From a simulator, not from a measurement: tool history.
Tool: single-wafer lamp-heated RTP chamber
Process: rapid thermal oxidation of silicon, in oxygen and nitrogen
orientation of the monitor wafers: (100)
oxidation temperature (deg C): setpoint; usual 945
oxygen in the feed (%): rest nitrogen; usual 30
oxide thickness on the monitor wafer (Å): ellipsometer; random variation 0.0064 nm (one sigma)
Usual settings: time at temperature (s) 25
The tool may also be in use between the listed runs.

run	hour	oxidation temperature (deg C)	time at temperature (s)	oxygen in the feed (%)	read-back reference wafer on the same gauge, thickness	oxide thickness on the monitor wafer (Å)
1	0.0	945	29	30	3.067	28.02
# hour 49.1: pyrometer window cleaned and pyrometer calibrated
2	63.9	945	29	30	3.067	27.61
3	136.8	945	29	30	3.071	27.61
4	202.5	945	25	30	3.071	26.75
5	276.7	945	25	30	3.071	26.72
6	360.6	945	25	30	3.069	26.75
7	421.7	945	25	30	3.069	26.86
8	479.7	945	25	30	3.066	26.84
9	526.0	922	25	30	3.069	25.45
10	680.4	922	25	30	3.074	25.55
11	738.3	922	25	30	3.065	25.40
12	824.3	945	32	30	3.071	28.25
13	921.8	945	25	30	3.070	26.94
# hour 957.9: gauge calibrated
14	1004.6	945	25	30	3.071	26.89
15	1067.2	945	25	30	3.069	27.00
16	1148.3	945	25	30	3.068	26.94
17	1228.9	945	25	30	3.073	27.07
18	1318.8	958	25	30	3.072	28.05
# hour 1341.8: oxygen flow controller replaced
19	1361.6	922	17	53	3.070	25.18
# hour 1458.8: pyrometer window cleaned and pyrometer calibrated
20	1459.2	945	20	30	3.069	25.64
21	1540.5	945	25	30	3.069	26.66
22	1608.8	953	20	18	3.070	25.02
23	1711.6	954	37	39	3.074	31.46
24	1778.7	964	25	17	3.069	26.49
25	1830.0	930	31	48	3.070	28.41
26	1877.1	956	25	30	3.069	27.56
27	1917.5	933	35	46	3.073	29.44
28	2072.5	945	25	30	3.072	26.87
29	2176.3	958	25	30	3.068	27.87
30	2215.7	945	25	30	3.070	27.07
# hour 2280.1: gauge calibrated
31	2281.1	945	25	30	3.072	26.96
32	2350.7	921	30	41	3.071	27.02

The tool's hidden state at each run:
deviation of the oxygen flow from its setpoint, %: 0 in every run
gauge reads high (%): 0 in every run
H1: true wafer temperature minus pyrometer reading, K
run	H1
1	5.92
2	0.234
3	0.468
4	0.679
5	0.918
6	1.19
7	1.38
8	1.57
9	1.72
10	2.22
11	2.4
12	2.68
13	2.99
14	3.26
15	3.46
16	3.72
17	3.98
18	4.27
19	4.41
20	0.306
21	0.567
22	0.787
23	1.12
24	1.33
25	1.5
26	1.65
27	1.78
28	2.28
29	2.61
30	2.74
31	2.95
32	3.17
